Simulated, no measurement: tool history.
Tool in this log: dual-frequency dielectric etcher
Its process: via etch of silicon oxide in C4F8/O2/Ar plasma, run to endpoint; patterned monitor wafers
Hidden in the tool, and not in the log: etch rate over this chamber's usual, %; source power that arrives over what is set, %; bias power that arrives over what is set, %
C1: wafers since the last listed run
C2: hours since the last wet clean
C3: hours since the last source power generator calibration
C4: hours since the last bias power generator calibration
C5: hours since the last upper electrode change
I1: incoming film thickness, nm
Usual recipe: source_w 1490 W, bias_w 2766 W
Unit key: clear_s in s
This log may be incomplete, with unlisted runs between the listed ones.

run 1 day=0 | source_w=1490 bias_w=2766 | C1=0 C2=242.9 C3=2862.2 C4=4761 C5=2533.7 | I1=853.8 | clear_s=172.3
run 2 day=1.025 | source_w=1490 bias_w=2766 | C1=177 C2=267.5 C3=2886.8 C4=4785.6 C5=2558.3 | I1=851.2 | clear_s=172.8
run 3 day=1.808 | source_w=1490 bias_w=2766 | C1=135 C2=286.3 C3=2905.6 C4=4804.4 C5=2577.1 | I1=857.5 | clear_s=176.5
run 4 day=3.079 | source_w=1280 bias_w=2402 | C1=220 C2=316.8 C3=2936.1 C4=4834.9 C5=2607.6 | I1=866.6 | clear_s=201.3
run 5 day=3.762 | source_w=1280 bias_w=2402 | C1=118 C2=333.2 C3=2952.5 C4=4851.3 C5=2624 | I1=862.4 | clear_s=201.5
run 6 day=4.517 | source_w=1490 bias_w=2766 | C1=130 C2=351.3 C3=2970.6 C4=4869.4 C5=2642.1 | I1=855.6 | clear_s=175.4
run 7 day=5.646 | source_w=1490 bias_w=2766 | C1=196 C2=378.4 C3=2997.7 C4=4896.5 C5=2669.2 | I1=850.5 | clear_s=175.1
-- day=6.783 upper electrode replaced
-- day=6.938 source power generator calibrated
run 8 day=6.958 | source_w=1490 bias_w=2766 | C1=27 C2=409.9 C3=0.5 C4=4928 C5=4.2 | I1=863.1 | clear_s=175.8
run 9 day=7.9 | source_w=1490 bias_w=2766 | C1=163 C2=432.5 C3=23.1 C4=4950.6 C5=26.8 | I1=853.7 | clear_s=173.7
-- day=9.133 bias power generator calibrated
run 10 day=9.154 | source_w=1340 bias_w=2471 | C1=188 C2=462.6 C3=53.2 C4=0.5 C5=56.9 | I1=851 | clear_s=190
run 11 day=10.488 | source_w=1390 bias_w=3364 | C1=231 C2=494.6 C3=85.2 C4=32.5 C5=88.9 | I1=855.8 | clear_s=178.5
run 12 day=13.688 | source_w=1490 bias_w=2766 | C1=555 C2=571.4 C3=162 C4=109.3 C5=165.7 | I1=859.3 | clear_s=173.8
run 13 day=15.162 | source_w=1180 bias_w=2766 | C1=256 C2=606.8 C3=197.4 C4=144.7 C5=201.1 | I1=851.2 | clear_s=204.5
-- day=16.846 wet clean of the chamber
run 14 day=16.867 | source_w=1280 bias_w=2402 | C1=122 C2=0.5 C3=238.3 C4=185.6 C5=242 | I1=856.3 | clear_s=198.1
run 15 day=17.729 | source_w=1350 bias_w=2334 | C1=149 C2=21.2 C3=259 C4=206.3 C5=262.7 | I1=853.4 | clear_s=191
run 16 day=18.983 | source_w=1790 bias_w=2766 | C1=217 C2=51.3 C3=289.1 C4=236.4 C5=292.8 | I1=861.6 | clear_s=158.8
run 17 day=20.458 | source_w=1800 bias_w=2298 | C1=256 C2=86.7 C3=324.5 C4=271.8 C5=328.2 | I1=854.7 | clear_s=160.9
run 18 day=21.117 | source_w=1170 bias_w=3164 | C1=114 C2=102.5 C3=340.3 C4=287.6 C5=344 | I1=852.4 | clear_s=200.2

Each row is a separate what-if for the run after 18, all from the same tool condition, not one after another. Results?
run A day=21.138 | source_w=1490 bias_w=2766 | C1=3 C2=103 C3=340.8 C4=288.1 C5=344.5 | I1=864.8 | clear_s=?
run B day=21.138 | source_w=1490 bias_w=3255 | C1=3 C2=103 C3=340.8 C4=288.1 C5=344.5 | I1=864.8 | clear_s=?
run C day=21.138 | source_w=1660 bias_w=2766 | C1=3 C2=103 C3=340.8 C4=288.1 C5=344.5 | I1=864.8 | clear_s=?

run=A clear_s=175.1
run=B clear_s=169.1
run=C clear_s=164
The same runs, with their run-to-run variation unchanged, on a tool lacking any hidden condition would have given:
run=A clear_s=175.1
run=B clear_s=169.1
run=C clear_s=164
